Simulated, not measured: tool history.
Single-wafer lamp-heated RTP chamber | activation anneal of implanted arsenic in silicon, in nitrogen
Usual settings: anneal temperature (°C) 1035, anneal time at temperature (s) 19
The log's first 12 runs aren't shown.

run	hour	anneal temperature (°C)	anneal time at temperature (s)	wafers since the last listed run	wafers since the last pyrometer calibration	wafers since the reflector plate was cleaned	hours since the gauge calibration	read-back reference wafer on the same gauge, sheet resistance	sheet resistance of the implanted and annealed layer (ohm/square)
13	1102.5	1035	19	1945	4813	8263	475.7	172.7	152.81
14	1162.5	1035	19	1263	6076	9527	535.7	172.94	152.09
15	1248.1	1035	14	1802	7879	11329	621.3	173.3	154.54
16	1322	1011	24	1556	9435	12885	695.2	173.7	153.16
17	1424.6	1013	26	2160	11595	15045	797.8	173.82	154.95
# hour 1462.9: reflector plate cleaned
# hour 1529.6: pyrometer window cleaned and pyrometer calibrated
18	1530.1	1063	24	1884	9	1245	903.3	174.44	148.13
19	1610.1	1052	19	1684	1694	2929	983.3	174.43	151.39
20	1694.9	1054	15	1785	3479	4715	1068.1	174.72	152.51
21	1787.1	1046	11	1941	5420	6656	1160.3	174.89	154.94
22	1857.5	1023	19	1482	6903	8139	1230.7	174.87	155.47
23	1951.8	1018	23	1985	8888	10124	1325	175.34	155.05
24	2026.9	1015	26	1581	10470	11705	1400.1	175.38	154.83
25	2096.6	1011	26	1467	11937	13173	1469.8	175.61	155.87
26	2197	1061	12	2113	14051	15287	1570.2	175.44	152.72
# hour 2233.1: pyrometer window cleaned and pyrometer calibrated
# hour 2262.2: reflector plate cleaned
27	2296.5	1035	19	1758	1167	722	1669.7	175.79	156.02
28	2351.3	1035	15	1153	2320	1876	1724.5	175.61	156.25
29	2410.6	1050	15	1248	3569	3125	1783.8	175.98	155.15
30	2461.2	1023	19	1065	4634	4190	1834.4	176.13	156.17
31	2500.6	1027	30	829	5464	5020	1873.8	176.26	154.83
32	2553.5	1023	19	1113	6578	6134	1926.7	175.98	155.62
33	2643.3	1005	15	1890	8469	8025	2016.5	176.29	160.09
34	2683.6	1035	19	848	9317	8873	2056.8	176.31	156.44
35	2769	1035	19	1798	11115	10671	2142.2	176.43	155.48
36	2857	1049	13	1852	12968	12524	2230.2	176.44	156.18

Forecast each of these 4 alternatives for the next run:
A	2857.4	1059	19	8	12977	12533	2230.6	?	?
B	2857.4	1020	25	8	12977	12533	2230.6	?	?
C	2857.4	1016	29	8	12977	12533	2230.6	?	?
D	2857.4	1018	13	8	12977	12533	2230.6	?	?

run	read-back reference wafer on the same gauge, sheet resistance	sheet resistance of the implanted and annealed layer (ohm/square)
A	176.23	153.09
B	176.23	156.17
C	176.23	155.88
D	176.23	159.58
Without the tool's hidden state the same runs would have given:
run	sheet resistance of the implanted and annealed layer (ohm/square)
A	146.62
B	149.56
C	149.29
D	152.83

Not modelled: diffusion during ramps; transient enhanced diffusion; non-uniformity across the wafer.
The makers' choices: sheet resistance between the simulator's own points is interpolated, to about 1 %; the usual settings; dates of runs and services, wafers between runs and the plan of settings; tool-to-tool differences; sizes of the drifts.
